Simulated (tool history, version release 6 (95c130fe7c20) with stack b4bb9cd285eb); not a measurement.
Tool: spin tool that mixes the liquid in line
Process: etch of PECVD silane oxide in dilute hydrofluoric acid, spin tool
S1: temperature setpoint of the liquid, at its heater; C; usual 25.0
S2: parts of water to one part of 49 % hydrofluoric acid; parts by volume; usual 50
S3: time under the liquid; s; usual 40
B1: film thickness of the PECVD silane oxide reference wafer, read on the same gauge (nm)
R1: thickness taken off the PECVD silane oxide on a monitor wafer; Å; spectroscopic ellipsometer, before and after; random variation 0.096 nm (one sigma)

run    hour    S1  S2  S3      B1     R1
  1     0.0  25.0  65  40  123.28  116.0
  2    49.4  25.0  65  40  123.32  115.3
       88.9  -- gauge calibrated
  3   104.5  25.0  60  25  119.81   77.1
  4   132.9  25.0  60  25  120.16   77.1
  5   168.0  25.0  50  40  120.62  149.8
  6   217.7  25.0  50  40  121.07  151.8
  7   259.1  25.0  50  40  121.38  150.1
      310.7  -- hydrofluoric acid flow meter replaced
  8   321.2  25.0  50  40  121.78  153.7
  9   358.6  26.5  50  40  121.94  161.1
 10   383.3  26.5  50  40  122.05  160.8
      393.8  -- thermometer replaced
 11   434.8  25.0  50  40  122.22  152.9
 12   482.9  21.5  35  30  122.38  143.2
 13   617.2  25.0  30  50  122.63  328.3
 14   649.2  25.0  30  20  122.68  131.1
 15   679.6  21.0  70  55  122.73  123.3
      714.2  -- hydrofluoric acid flow meter replaced
 16   736.8  26.5  65  20  122.78   61.9
      765.3  -- gauge calibrated
 17   800.7  21.5  40  25  120.21  101.2
 18   849.1  25.0  50  40  120.80  148.5
 19   887.1  20.5  50  40  121.14  124.7
 20   923.7  28.0  50  65  121.48  274.4
 21   956.6  25.0  50  40  121.69  150.9
 22  1018.5  22.5  25  45  122.04  320.2
 23  1085.2  25.0  45  40  122.32  171.0

4 ways to go on from here, each from the tool as it stands after run 23. What would each give?
  A  1085.6  25.0  50  40   ?   ?
  B  1085.6  25.0  65  60   ?   ?
  C  1085.6  25.0  50  20   ?   ?
  D  1085.6  25.0  70  60   ?   ?

run      B1     R1
  A  122.31  153.8
  B  122.31  173.9
  C  122.31   76.9
  D  122.31  160.4
Without the tool's hidden state the same runs would have given:
run     R1
  A  150.8
  B  170.6
  C   75.4
  D  157.4

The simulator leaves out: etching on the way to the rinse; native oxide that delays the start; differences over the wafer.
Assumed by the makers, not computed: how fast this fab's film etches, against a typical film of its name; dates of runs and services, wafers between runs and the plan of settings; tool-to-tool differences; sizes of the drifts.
